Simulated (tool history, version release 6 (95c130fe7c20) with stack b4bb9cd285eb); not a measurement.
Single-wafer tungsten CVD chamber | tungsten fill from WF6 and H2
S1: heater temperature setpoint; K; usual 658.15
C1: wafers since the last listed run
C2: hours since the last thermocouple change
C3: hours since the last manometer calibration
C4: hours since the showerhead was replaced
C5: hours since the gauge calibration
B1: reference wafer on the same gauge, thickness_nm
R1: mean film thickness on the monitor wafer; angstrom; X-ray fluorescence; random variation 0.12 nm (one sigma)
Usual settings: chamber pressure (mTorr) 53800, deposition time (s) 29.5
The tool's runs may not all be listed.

Run 1, hour 0.0: usual settings; C1 0; C2 1001.8; C3 2624.3; C4 3087.3; C5 168.8; B1 88.888. Result: R1 749.46 angstrom.
At hour 11.0: gauge calibrated.
Run 2, hour 18.6: usual settings; C1 301; C2 1020.4; C3 2642.9; C4 3105.9; C5 7.6; B1 88.941. Result: R1 749.39 angstrom.
Run 3, hour 33.7: usual settings but S1 653.15 K, chamber pressure (mTorr) 46200; C1 244; C2 1035.5; C3 2658.0; C4 3121.0; C5 22.7; B1 88.924. Result: R1 627.21 angstrom.
Run 4, hour 42.3: usual settings; C1 139; C2 1044.1; C3 2666.6; C4 3129.6; C5 31.3; B1 88.893. Result: R1 749.23 angstrom.
Run 5, hour 57.3: usual settings; C1 243; C2 1059.1; C3 2681.6; C4 3144.6; C5 46.3; B1 88.872. Result: R1 747.02 angstrom.
At hour 76.7: capacitance manometer re-zeroed and calibrated.
Run 6, hour 77.2: usual settings; C1 192; C2 1079.0; C3 0.5; C4 3164.5; C5 66.2; B1 88.950. Result: R1 748.44 angstrom.
Run 7, hour 81.8: usual settings; C1 74; C2 1083.6; C3 5.1; C4 3169.1; C5 70.8; B1 88.927. Result: R1 747.13 angstrom.
At hour 98.2: thermocouple changed; heater temperature recalibrated.
Run 8, hour 98.7: usual settings; C1 144; C2 0.5; C3 22.0; C4 3186.0; C5 87.7; B1 88.886. Result: R1 790.15 angstrom.
At hour 108.9: showerhead replaced.
Run 9, hour 109.4: usual settings; C1 43; C2 11.2; C3 32.7; C4 0.5; C5 98.4; B1 88.866. Result: R1 787.92 angstrom.
Run 10, hour 116.7: usual settings but S1 665.15 K, chamber pressure (mTorr) 59000, deposition time (s) 26.9; C1 118; C2 18.5; C3 40.0; C4 7.8; C5 105.7; B1 88.876. Result: R1 872.73 angstrom.
Run 11, hour 131.0: usual settings; C1 231; C2 32.8; C3 54.3; C4 22.1; C5 120.0; B1 88.891. Result: R1 785.93 angstrom.
Run 12, hour 144.7: usual settings but S1 665.15 K, chamber pressure (mTorr) 59000, deposition time (s) 26.9; C1 222; C2 46.5; C3 68.0; C4 35.8; C5 133.7; B1 88.911. Result: R1 866.59 angstrom.
Run 13, hour 157.8: usual settings but S1 663.15 K, chamber pressure (mTorr) 64600, deposition time (s) 34.8; C1 212; C2 59.6; C3 81.1; C4 48.9; C5 146.8; B1 88.901. Result: R1 1115.29 angstrom.
At hour 163.2: gauge calibrated.
Run 14, hour 174.3: usual settings but S1 669.15 K; C1 267; C2 76.1; C3 97.6; C4 65.4; C5 11.1; B1 88.898. Result: R1 995.24 angstrom.
Run 15, hour 182.4: usual settings but chamber pressure (mTorr) 64500, deposition time (s) 32.6; C1 131; C2 84.2; C3 105.7; C4 73.5; C5 19.2; B1 88.898. Result: R1 926.81 angstrom.
Run 16, hour 188.7: usual settings; C1 102; C2 90.5; C3 112.0; C4 79.8; C5 25.5; B1 88.915. Result: R1 780.21 angstrom.
Run 17, hour 195.4: usual settings but chamber pressure (mTorr) 67200; C1 108; C2 97.2; C3 118.7; C4 86.5; C5 32.2; B1 88.874. Result: R1 853.08 angstrom.
Run 18, hour 205.6: usual settings but S1 667.15 K; C1 165; C2 107.4; C3 128.9; C4 96.7; C5 42.4; B1 88.888. Result: R1 950.76 angstrom.

The tool's hidden state at each run:
true pressure above the setpoint (%): 0 in every run
gauge reads high (%): 0 in every run
H1: wafer temperature above the value expected at the setpoint (K)
run       H1
  1    -2.29
  2    -2.29
  3     -2.3
  4     -2.3
  5     -2.3
  6    -2.31
  7    -2.31
  8    0.124
  9   0.0567
 10   0.0122
 11  -0.0721
 12    -0.15
 13   -0.221
 14   -0.306
 15   -0.347
 16   -0.378
 17    -0.41
 18   -0.458
